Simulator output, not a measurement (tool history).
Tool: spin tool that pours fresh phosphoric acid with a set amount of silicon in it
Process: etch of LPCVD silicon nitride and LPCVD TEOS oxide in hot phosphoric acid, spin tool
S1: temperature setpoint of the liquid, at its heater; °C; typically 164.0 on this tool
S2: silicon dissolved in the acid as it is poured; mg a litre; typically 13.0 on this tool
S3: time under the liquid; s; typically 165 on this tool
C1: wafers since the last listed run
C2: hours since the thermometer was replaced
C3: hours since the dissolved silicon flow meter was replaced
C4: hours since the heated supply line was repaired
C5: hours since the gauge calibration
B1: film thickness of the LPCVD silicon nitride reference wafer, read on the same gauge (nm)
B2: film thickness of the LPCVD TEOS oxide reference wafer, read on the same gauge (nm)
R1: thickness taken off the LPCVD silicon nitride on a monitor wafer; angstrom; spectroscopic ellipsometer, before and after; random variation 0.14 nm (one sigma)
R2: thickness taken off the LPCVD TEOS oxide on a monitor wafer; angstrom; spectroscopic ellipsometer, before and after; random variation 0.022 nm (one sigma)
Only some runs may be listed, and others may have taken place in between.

{"run": 1, "hour": 0.0, "S1": 164.0, "S2": 13.0, "S3": 165, "C1": 0, "C2": 508.6, "C3": 1229.3, "C4": 3721.5, "C5": 752.0, "B1": 150.0, "B2": 130.012, "R1": 140.9, "R2": 2.67}
{"run": 2, "hour": 44.2, "S1": 164.0, "S2": 13.0, "S3": 165, "C1": 406, "C2": 552.8, "C3": 1273.5, "C4": 3765.7, "C5": 796.2, "B1": 149.98, "B2": 129.975, "R1": 140.7, "R2": 2.8}
{"run": 3, "hour": 84.9, "S1": 164.0, "S2": 13.0, "S3": 165, "C1": 374, "C2": 593.5, "C3": 1314.2, "C4": 3806.4, "C5": 836.9, "B1": 150.0, "B2": 129.99, "R1": 141.4, "R2": 2.93}
{"hour": 123.6, "done": "gauge calibrated"}
{"run": 4, "hour": 155.6, "S1": 164.0, "S2": 13.0, "S3": 165, "C1": 650, "C2": 664.2, "C3": 1384.9, "C4": 3877.1, "C5": 32.0, "B1": 150.0, "B2": 129.961, "R1": 140.5, "R2": 2.82}
{"run": 5, "hour": 193.0, "S1": 164.0, "S2": 13.0, "S3": 165, "C1": 344, "C2": 701.6, "C3": 1422.3, "C4": 3914.5, "C5": 69.4, "B1": 150.0, "B2": 130.008, "R1": 140.2, "R2": 2.51}
{"run": 6, "hour": 264.4, "S1": 165.5, "S2": 13.0, "S3": 165, "C1": 657, "C2": 773.0, "C3": 1493.7, "C4": 3985.9, "C5": 140.8, "B1": 150.0, "B2": 130.04, "R1": 151.0, "R2": 3.21}
{"run": 7, "hour": 315.2, "S1": 165.5, "S2": 13.0, "S3": 165, "C1": 467, "C2": 823.8, "C3": 1544.5, "C4": 4036.7, "C5": 191.6, "B1": 150.01, "B2": 130.003, "R1": 147.4, "R2": 3.03}
{"run": 8, "hour": 353.0, "S1": 164.0, "S2": 13.0, "S3": 165, "C1": 348, "C2": 861.6, "C3": 1582.3, "C4": 4074.5, "C5": 229.4, "B1": 150.0, "B2": 130.015, "R1": 141.0, "R2": 2.82}
{"run": 9, "hour": 408.7, "S1": 164.0, "S2": 13.0, "S3": 205, "C1": 512, "C2": 917.3, "C3": 1638.0, "C4": 4130.2, "C5": 285.1, "B1": 149.99, "B2": 129.969, "R1": 176.6, "R2": 3.36}
{"hour": 424.2, "done": "heated supply line repaired"}
{"run": 10, "hour": 439.3, "S1": 164.0, "S2": 18.5, "S3": 135, "C1": 272, "C2": 947.9, "C3": 1668.6, "C4": 15.1, "C5": 315.7, "B1": 150.02, "B2": 130.011, "R1": 132.0, "R2": 2.64}
{"hour": 450.5, "done": "dissolved silicon flow meter replaced"}
{"run": 11, "hour": 505.2, "S1": 164.0, "S2": 13.0, "S3": 165, "C1": 597, "C2": 1013.8, "C3": 54.7, "C4": 81.0, "C5": 381.6, "B1": 149.96, "B2": 130.016, "R1": 163.4, "R2": 4.02}
{"run": 12, "hour": 532.5, "S1": 164.0, "S2": 13.0, "S3": 165, "C1": 251, "C2": 1041.1, "C3": 82.0, "C4": 108.3, "C5": 408.9, "B1": 149.96, "B2": 129.986, "R1": 163.8, "R2": 3.82}
{"run": 13, "hour": 575.0, "S1": 165.0, "S2": 13.0, "S3": 220, "C1": 391, "C2": 1083.6, "C3": 124.5, "C4": 150.8, "C5": 451.4, "B1": 150.02, "B2": 130.002, "R1": 225.0, "R2": 5.24}
{"run": 14, "hour": 612.4, "S1": 167.0, "S2": 3.5, "S3": 165, "C1": 344, "C2": 1121.0, "C3": 161.9, "C4": 188.2, "C5": 488.8, "B1": 150.02, "B2": 130.0, "R1": 178.3, "R2": 5.3}
{"hour": 623.2, "done": "thermometer replaced"}
{"run": 15, "hour": 645.0, "S1": 164.0, "S2": 13.0, "S3": 165, "C1": 290, "C2": 21.8, "C3": 194.5, "C4": 220.8, "C5": 521.4, "B1": 150.0, "B2": 129.987, "R1": 158.7, "R2": 3.46}
{"run": 16, "hour": 754.6, "S1": 164.0, "S2": 13.0, "S3": 235, "C1": 1009, "C2": 131.4, "C3": 304.1, "C4": 330.4, "C5": 631.0, "B1": 150.0, "B2": 129.981, "R1": 221.4, "R2": 4.28}
{"run": 17, "hour": 806.9, "S1": 164.0, "S2": 16.0, "S3": 85, "C1": 481, "C2": 183.7, "C3": 356.4, "C4": 382.7, "C5": 683.3, "B1": 150.02, "B2": 129.996, "R1": 80.5, "R2": 1.5}
{"run": 18, "hour": 875.4, "S1": 164.0, "S2": 8.0, "S3": 115, "C1": 630, "C2": 252.2, "C3": 424.9, "C4": 451.2, "C5": 751.8, "B1": 149.99, "B2": 130.02, "R1": 108.4, "R2": 2.64}
{"run": 19, "hour": 909.4, "S1": 164.0, "S2": 9.0, "S3": 255, "C1": 313, "C2": 286.2, "C3": 458.9, "C4": 485.2, "C5": 785.8, "B1": 150.0, "B2": 129.966, "R1": 245.2, "R2": 5.84}
{"run": 20, "hour": 965.5, "S1": 164.0, "S2": 13.0, "S3": 165, "C1": 516, "C2": 342.3, "C3": 515.0, "C4": 541.3, "C5": 841.9, "B1": 149.99, "B2": 129.983, "R1": 157.2, "R2": 3.34}
{"hour": 997.8, "done": "gauge calibrated"}
{"run": 21, "hour": 1008.4, "S1": 162.0, "S2": 6.0, "S3": 120, "C1": 394, "C2": 385.2, "C3": 557.9, "C4": 584.2, "C5": 10.6, "B1": 150.04, "B2": 129.994, "R1": 106.3, "R2": 2.76}
{"run": 22, "hour": 1061.6, "S1": 164.0, "S2": 7.0, "S3": 165, "C1": 489, "C2": 438.4, "C3": 611.1, "C4": 637.4, "C5": 63.8, "B1": 149.95, "B2": 129.967, "R1": 158.1, "R2": 4.34}

Measured result minus the same run's result without the hidden state. Both carry the same run-to-run variation, though not necessarily the same gauge scatter:
Hidden conditions of the tool in this case: liquid hotter than its thermometer reads (K); dissolved silicon flow below the setpoint (%); temperature lost on the way to the wafer (K); gauge reads high (%).
run=1 R1=-17.1 R2=-0.77
run=2 R1=-17.1 R2=-0.81
run=3 R1=-17.0 R2=-0.83
run=4 R1=-16.8 R2=-0.79
run=5 R1=-16.7 R2=-0.71
run=6 R1=-17.6 R2=-0.89
run=7 R1=-17.1 R2=-0.83
run=8 R1=-16.3 R2=-0.77
run=9 R1=-20.3 R2=-0.91
run=10 R1=+3.9 R2=+0.17
run=11 R1=+5.0 R2=+0.26
run=12 R1=+5.1 R2=+0.26
run=13 R1=+7.0 R2=+0.35
run=14 R1=+5.6 R2=+0.36
run=15 R1=-2.0 R2=-0.10
run=16 R1=-2.5 R2=-0.11
run=17 R1=-0.8 R2=-0.03
run=18 R1=-1.0 R2=-0.06
run=19 R1=-2.2 R2=-0.12
run=20 R1=-1.3 R2=-0.06
run=21 R1=-0.8 R2=-0.04
run=22 R1=-1.1 R2=-0.06

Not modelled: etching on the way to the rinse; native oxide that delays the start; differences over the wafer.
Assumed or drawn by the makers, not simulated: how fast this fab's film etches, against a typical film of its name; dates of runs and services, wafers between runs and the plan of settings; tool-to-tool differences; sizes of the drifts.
